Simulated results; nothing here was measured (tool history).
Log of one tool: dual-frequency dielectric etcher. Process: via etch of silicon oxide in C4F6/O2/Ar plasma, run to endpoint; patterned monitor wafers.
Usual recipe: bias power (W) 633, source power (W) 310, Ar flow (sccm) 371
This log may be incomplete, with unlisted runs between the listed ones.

run,hour,bias power (W),source power (W),Ar flow (sccm),"incoming incoming film thickness, nm",endpoint time (s)
1,0.0,590,310,371,89.5,21.7
2,94.4,678,370,371,89.4,19.7
3,170.6,678,370,371,88.4,19.3
4,248.6,633,310,371,89.0,20.7
5,323.8,721,310,300,89.1,19.4
6,408.8,721,310,300,88.4,19.3
7,510.5,721,310,300,89.2,19.3
# hour 582.2: wet clean of the chamber
8,617.1,514,310,371,88.4,22.6
# hour 623.8: source power generator calibrated
9,699.5,633,310,371,89.3,21.2
# hour 705.8: bias power generator calibrated
10,799.1,633,310,371,88.0,20.7
11,900.8,633,310,371,90.1,21.1
12,969.2,633,310,395,89.0,21.0
13,1060.5,633,280,371,89.3,21.3
14,1099.1,633,340,445,89.5,20.5
# hour 1208.7: wet clean of the chamber
15,1209.2,710,310,371,88.9,20.8
# hour 1236.4: Ar flow controller replaced
16,1260.6,633,340,371,88.3,20.7
# hour 1466.8: upper electrode replaced
17,1521.3,633,310,371,87.9,20.9
18,1619.7,543,330,445,88.4,21.6
19,1697.5,633,310,318,89.2,20.5
20,1772.3,678,370,371,89.0,19.3
21,1869.3,633,360,371,89.2,19.8

Predict each of these 5 candidate next runs independently; none follows another, all start after run 21:
A,1869.7,535,310,371,88.0,?
B,1869.7,487,250,395,88.0,?
C,1869.7,633,390,304,88.0,?
D,1869.7,543,250,427,88.0,?
E,1869.7,526,280,371,88.0,?

run,endpoint time (s)
A,21.4
B,23.5
C,18.6
D,23.1
E,22.1
The same runs, with their run-to-run variation unchanged, on a tool lacking any hidden condition would have given:
run,endpoint time (s)
A,22.0
B,24.2
C,19.1
D,23.7
E,22.8
